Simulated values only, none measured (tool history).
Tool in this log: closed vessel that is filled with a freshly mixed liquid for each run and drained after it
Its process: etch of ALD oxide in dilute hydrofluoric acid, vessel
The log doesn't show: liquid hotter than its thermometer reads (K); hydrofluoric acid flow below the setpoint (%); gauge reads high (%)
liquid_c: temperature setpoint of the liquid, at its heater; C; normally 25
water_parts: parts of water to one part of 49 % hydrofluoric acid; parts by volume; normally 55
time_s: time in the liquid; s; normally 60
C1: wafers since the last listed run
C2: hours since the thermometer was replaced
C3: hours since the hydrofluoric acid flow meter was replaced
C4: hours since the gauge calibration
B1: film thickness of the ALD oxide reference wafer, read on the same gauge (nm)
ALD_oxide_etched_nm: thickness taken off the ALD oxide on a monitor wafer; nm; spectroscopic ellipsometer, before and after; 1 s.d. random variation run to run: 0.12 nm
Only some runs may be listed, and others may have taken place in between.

Run 1, hour 0: usual settings; C1 0; C2 1412.5; C3 1758.2; C4 91.7; B1 150.49. Result: ALD_oxide_etched_nm 26.82 nm.
Run 2, hour 74.9: usual settings but water_parts 65 parts by volume; C1 9093; C2 1487.4; C3 1833.1; C4 166.6; B1 150.93. Result: ALD_oxide_etched_nm 22.46 nm.
Run 3, hour 382.2: usual settings but water_parts 65 parts by volume; C1 37307; C2 1794.7; C3 2140.4; C4 473.9; B1 152.77. Result: ALD_oxide_etched_nm 22.82 nm.
Run 4, hour 420: usual settings but water_parts 65 parts by volume; C1 4589; C2 1832.5; C3 2178.2; C4 511.7; B1 153. Result: ALD_oxide_etched_nm 22.69 nm.
Run 5, hour 487.7: usual settings but time_s 40 s; C1 8219; C2 1900.2; C3 2245.9; C4 579.4; B1 153.42. Result: ALD_oxide_etched_nm 18.17 nm.
At hour 492.2: hydrofluoric acid flow meter replaced.
Run 6, hour 556.6: usual settings but time_s 40 s; C1 8243; C2 1969.1; C3 64.4; C4 648.3; B1 153.82. Result: ALD_oxide_etched_nm 18.45 nm.
Run 7, hour 604.1: usual settings but liquid_c 21 C; C1 5766; C2 2016.6; C3 111.9; C4 695.8; B1 154.11. Result: ALD_oxide_etched_nm 23.32 nm.
Run 8, hour 675.5: usual settings but liquid_c 21 C; C1 8668; C2 2088; C3 183.3; C4 767.2; B1 154.53. Result: ALD_oxide_etched_nm 23.43 nm.
Run 9, hour 748.6: usual settings; C1 8874; C2 2161.1; C3 256.4; C4 840.3; B1 154.99. Result: ALD_oxide_etched_nm 27.69 nm.
Run 10, hour 848.4: usual settings but liquid_c 23 C; C1 12116; C2 2260.9; C3 356.2; C4 940.1; B1 155.58. Result: ALD_oxide_etched_nm 25.66 nm.
Run 11, hour 891.2: usual settings but water_parts 40 parts by volume; C1 5196; C2 2303.7; C3 399; C4 982.9; B1 155.83. Result: ALD_oxide_etched_nm 39.25 nm.
Run 12, hour 950.2: usual settings but liquid_c 23 C, water_parts 40 parts by volume, time_s 30 s; C1 7162; C2 2362.7; C3 458; C4 1041.9; B1 156.18. Result: ALD_oxide_etched_nm 18.05 nm.
At hour 954.9: gauge calibrated.
At hour 1066.4: thermometer replaced.
Run 13, hour 1199.9: usual settings but liquid_c 23 C, time_s 35 s; C1 30193; C2 133.5; C3 707.7; C4 245; B1 151.2. Result: ALD_oxide_etched_nm 14.54 nm.
Run 14, hour 1296.8: usual settings; C1 11764; C2 230.4; C3 804.6; C4 341.9; B1 151.81. Result: ALD_oxide_etched_nm 27.16 nm.
Run 15, hour 1337: usual settings but liquid_c 28 C, time_s 70 s; C1 4880; C2 270.6; C3 844.8; C4 382.1; B1 152.05. Result: ALD_oxide_etched_nm 35.92 nm.
Run 16, hour 1608.5: usual settings but liquid_c 20.5 C, water_parts 75 parts by volume, time_s 50 s; C1 32961; C2 542.1; C3 1116.3; C4 653.6; B1 153.68. Result: ALD_oxide_etched_nm 13.72 nm.

Measured minus without-hidden-state, run by run (identical run-to-run variation in each term; gauge scatter may differ):
run  ALD_oxide_etched_nm
  1                +0.08
  2                +0.14
  3                +0.41
  4                +0.45
  5                +0.41
  6                +0.46
  7                +0.62
  8                +0.69
  9                +0.89
 10                +0.92
 11                +1.47
 12                +0.71
 13                +0.11
 14                +0.32
 15                +0.48
 16                +0.33
